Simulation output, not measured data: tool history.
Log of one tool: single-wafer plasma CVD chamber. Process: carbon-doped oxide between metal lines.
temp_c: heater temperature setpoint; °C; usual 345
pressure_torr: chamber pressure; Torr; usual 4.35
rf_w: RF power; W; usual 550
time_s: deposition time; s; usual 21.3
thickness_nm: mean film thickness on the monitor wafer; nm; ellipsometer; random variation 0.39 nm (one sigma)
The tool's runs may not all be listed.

run	hour	temp_c	pressure_torr	rf_w	time_s	wafers since the last listed run	hours since the last thermocouple change	hours since the last RF generator calibration	hours since the last manometer calibration	hours since the showerhead was replaced	hours since the gauge calibration	read-back reference wafer on the same gauge, thickness_nm	thickness_nm
1	0	352	5.07	550	21.3	0	1623.1	1133	642.4	4512.9	1074.4	117.055	103.975
# hour 41.2: RF generator calibrated
2	51.4	345	4.35	550	23.2	912	1674.5	10.2	693.8	4564.3	1125.8	117.016	118.036
3	110.9	345	4.35	550	21.3	1250	1734	69.7	753.3	4623.8	1185.3	116.946	107.813
# hour 152.6: showerhead replaced
4	161.2	345	4.35	550	21.3	889	1784.3	120	803.6	8.6	1235.6	117.029	108.117
5	240.5	345	4.35	550	21.3	1667	1863.6	199.3	882.9	87.9	1314.9	116.905	107.518
6	346.6	345	4.82	550	21.3	2230	1969.7	305.4	989	194	1421	116.936	107.607
7	390.7	357	4.35	465	21.3	927	2013.8	349.5	1033.1	238.1	1465.1	117.01	87.047
8	492.2	345	4.35	550	21.3	2133	2115.3	451	1134.6	339.6	1566.6	117.042	106.676
9	562.5	354	4.35	550	23.8	1477	2185.6	521.3	1204.9	409.9	1636.9	116.945	114.197
# hour 585: gauge calibrated
10	613.7	345	4.35	550	21.3	1076	2236.8	572.5	1256.1	461.1	28.7	116.92	104.941
11	650.7	334	4.35	550	18.7	777	2273.8	609.5	1293.1	498.1	65.7	117.022	95.698
12	693.4	345	4.73	550	21.3	897	2316.5	652.2	1335.8	540.8	108.4	116.978	106.137
# hour 716.6: thermocouple changed; heater temperature recalibrated
13	756.4	337	4.35	585	22.6	1156	39.8	715.2	1398.8	603.8	171.4	117.012	122.708
14	805.7	345	4.35	550	19.8	1036	89.1	764.5	1448.1	653.1	220.7	116.96	98.83
15	912.2	345	5.02	605	21.3	2239	195.6	871	1554.6	759.6	327.2	116.99	117.137
# hour 989.9: capacitance manometer re-zeroed and calibrated
16	1008.3	345	3.99	465	21.3	1852	291.7	967.1	18.4	855.7	423.3	116.985	87.359
17	1067.7	336	5.11	475	17.4	1248	351.1	1026.5	77.8	915.1	482.7	116.975	78.84
18	1165.2	345	4.35	550	21.3	2049	448.6	1124	175.3	1012.6	580.2	117.003	104.914
19	1208	353	4.35	550	17.2	899	491.4	1166.8	218.1	1055.4	623	116.955	83.428
20	1310.2	337	5.1	515	19.8	2148	593.6	1269	320.3	1157.6	725.2	117.012	95.555
# hour 1347.4: RF generator calibrated
21	1353.4	345	4.35	550	25	740	636.8	6	363.5	1200.8	768.4	116.936	128.113
22	1418.1	345	4.03	550	25.1	1360	701.5	70.7	428.2	1265.5	833.1	117.026	127.283
23	1512.2	332	4.35	475	21.3	1978	795.6	164.8	522.3	1359.6	927.2	117.026	97.849
24	1587.1	345	4.35	550	21.3	1574	870.5	239.7	597.2	1434.5	1002.1	117.034	106.939
25	1687.6	345	4.35	550	21.3	2112	971	340.2	697.7	1535	1102.6	117.008	106.721
26	1795.3	345	4.02	580	21.3	2264	1078.7	447.9	805.4	1642.7	1210.3	116.966	111.179
27	1896.9	357	4.74	550	23.9	2136	1180.3	549.5	907	1744.3	1311.9	117.021	115.654

Forecast each of these 5 alternatives for the next run:
A	1897.3	345	4.35	625	21.3	8	1180.7	549.9	907.4	1744.7	1312.3	?	?
B	1897.3	345	3.85	550	25.1	8	1180.7	549.9	907.4	1744.7	1312.3	?	?
C	1897.3	356	4.35	640	21.3	8	1180.7	549.9	907.4	1744.7	1312.3	?	?
D	1897.3	336	4.35	595	21.3	8	1180.7	549.9	907.4	1744.7	1312.3	?	?
E	1897.3	354	5.42	550	22.8	8	1180.7	549.9	907.4	1744.7	1312.3	?	?

run	read-back reference wafer on the same gauge, thickness_nm	thickness_nm
A	117.107	118.897
B	117.107	123.483
C	117.107	117.436
D	117.107	117.486
E	117.107	113.778
Without the tool's hidden state the same runs would have given:
run	thickness_nm
A	124.771
B	129.71
C	122.899
D	123.558
E	119.299

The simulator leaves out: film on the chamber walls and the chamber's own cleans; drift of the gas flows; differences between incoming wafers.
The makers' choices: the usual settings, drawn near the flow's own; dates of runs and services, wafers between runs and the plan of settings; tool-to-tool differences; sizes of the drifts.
